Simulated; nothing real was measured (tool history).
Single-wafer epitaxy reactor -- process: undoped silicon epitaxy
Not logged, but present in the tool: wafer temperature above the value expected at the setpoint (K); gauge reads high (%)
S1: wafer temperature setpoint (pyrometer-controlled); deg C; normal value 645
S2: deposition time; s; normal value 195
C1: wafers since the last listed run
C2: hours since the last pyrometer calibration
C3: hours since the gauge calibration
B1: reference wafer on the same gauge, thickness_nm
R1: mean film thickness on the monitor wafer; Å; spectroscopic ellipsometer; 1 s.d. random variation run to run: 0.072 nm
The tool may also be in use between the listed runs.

run 1 hour=0 | S1=645 S2=195 | C1=0 C2=2650.4 C3=100.3 | B1=32.758 | R1=336.5
run 2 hour=9.9 | S1=645 S2=195 | C1=94 C2=2660.3 C3=110.2 | B1=32.813 | R1=338.23
run 3 hour=20.2 | S1=645 S2=166 | C1=98 C2=2670.6 C3=120.5 | B1=32.795 | R1=288.02
run 4 hour=28.9 | S1=645 S2=195 | C1=82 C2=2679.3 C3=129.2 | B1=32.789 | R1=336.48
run 5 hour=44.1 | S1=645 S2=195 | C1=144 C2=2694.5 C3=144.4 | B1=32.806 | R1=337.21
run 6 hour=61.8 | S1=645 S2=195 | C1=168 C2=2712.2 C3=162.1 | B1=32.796 | R1=338.29
run 7 hour=75.7 | S1=645 S2=195 | C1=132 C2=2726.1 C3=176 | B1=32.763 | R1=338.48
run 8 hour=88.5 | S1=645 S2=195 | C1=121 C2=2738.9 C3=188.8 | B1=32.792 | R1=337.31
run 9 hour=95.2 | S1=645 S2=195 | C1=63 C2=2745.6 C3=195.5 | B1=32.778 | R1=339.37
run 10 hour=110.3 | S1=649 S2=232 | C1=143 C2=2760.7 C3=210.6 | B1=32.802 | R1=443.32
-- hour=122.4 pyrometer calibrated
run 11 hour=122.9 | S1=645 S2=195 | C1=43 C2=0.5 C3=223.2 | B1=32.767 | R1=288.58
-- hour=124.5 gauge calibrated
run 12 hour=137.6 | S1=640 S2=216 | C1=140 C2=15.2 C3=13.1 | B1=32.823 | R1=280.84
run 13 hour=155.1 | S1=650 S2=170 | C1=166 C2=32.7 C3=30.6 | B1=32.802 | R1=285.49
run 14 hour=162.7 | S1=653 S2=225 | C1=72 C2=40.3 C3=38.2 | B1=32.8 | R1=406.77
run 15 hour=178.3 | S1=645 S2=207 | C1=148 C2=55.9 C3=53.8 | B1=32.797 | R1=307.97
run 16 hour=185.9 | S1=650 S2=172 | C1=72 C2=63.5 C3=61.4 | B1=32.809 | R1=288.41
run 17 hour=202.3 | S1=645 S2=195 | C1=156 C2=79.9 C3=77.8 | B1=32.785 | R1=288.4

Expected results for the next run?
run 18 hour=213 | S1=645 S2=223 | C1=101 C2=90.6 C3=88.5 | B1=? | R1=?

B1: 32.791
R1: 330.92 Å
Without the tool's hidden state the same run would have given R1 332.05 Å.
